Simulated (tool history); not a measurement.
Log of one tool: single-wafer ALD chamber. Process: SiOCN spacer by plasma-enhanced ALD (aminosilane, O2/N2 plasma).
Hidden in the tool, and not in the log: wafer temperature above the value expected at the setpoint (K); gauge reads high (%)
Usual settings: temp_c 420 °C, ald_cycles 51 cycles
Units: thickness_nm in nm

| run | hour | temp_c | ald_cycles | wafers since the last listed run | hours since the last thermocouple change | hours since the gauge calibration | read-back reference wafer on the same gauge, thickness_nm | thickness_nm |
|---|---|---|---|---|---|---|---|---|
| 1 | 0 | 420 | 51 | 0 | 1209.1 | 226.7 | 3.52 | 3.164 |
| 2 | 26.7 | 420 | 51 | 146 | 1235.8 | 253.4 | 3.52 | 3.173 |
| 3 | 135.4 | 420 | 51 | 594 | 1344.5 | 362.1 | 3.519 | 3.158 |
|  | 301.5 | gauge calibrated |
|  | 302.4 | thermocouple changed; heater temperature recalibrated |
| 4 | 302.9 | 420 | 51 | 872 | 0.5 | 1.4 | 3.52 | 3.099 |
| 5 | 359.5 | 420 | 51 | 309 | 57.1 | 58 | 3.52 | 3.11 |
| 6 | 421.4 | 420 | 51 | 338 | 119 | 119.9 | 3.519 | 3.101 |
| 7 | 487.5 | 420 | 51 | 361 | 185.1 | 186 | 3.519 | 3.132 |
| 8 | 554.1 | 420 | 60 | 364 | 251.7 | 252.6 | 3.52 | 3.679 |
| 9 | 589.8 | 420 | 51 | 195 | 287.4 | 288.3 | 3.52 | 3.117 |
| 10 | 614.2 | 420 | 59 | 133 | 311.8 | 312.7 | 3.52 | 3.614 |
| 11 | 655 | 406 | 51 | 223 | 352.6 | 353.5 | 3.52 | 3.235 |
| 12 | 697.1 | 420 | 51 | 230 | 394.7 | 395.6 | 3.519 | 3.144 |
| 13 | 726.3 | 412 | 43 | 159 | 423.9 | 424.8 | 3.518 | 2.69 |
| 14 | 789.7 | 429 | 60 | 346 | 487.3 | 488.2 | 3.521 | 3.592 |

Forecast each of these 4 alternatives for the next run:
| A | 790.2 | 420 | 51 | 2 | 487.8 | 488.7 | ? | ? |
| B | 790.2 | 420 | 47 | 2 | 487.8 | 488.7 | ? | ? |
| C | 790.2 | 405 | 60 | 2 | 487.8 | 488.7 | ? | ? |
| D | 790.2 | 430 | 48 | 2 | 487.8 | 488.7 | ? | ? |

| run | read-back reference wafer on the same gauge, thickness_nm | thickness_nm |
|---|---|---|
| A | 3.521 | 3.136 |
| B | 3.521 | 2.89 |
| C | 3.521 | 3.844 |
| D | 3.521 | 2.869 |
Without the tool's hidden state the same runs would have given:
| run | thickness_nm |
|---|---|
| A | 3.108 |
| B | 2.865 |
| C | 3.811 |
| D | 2.843 |
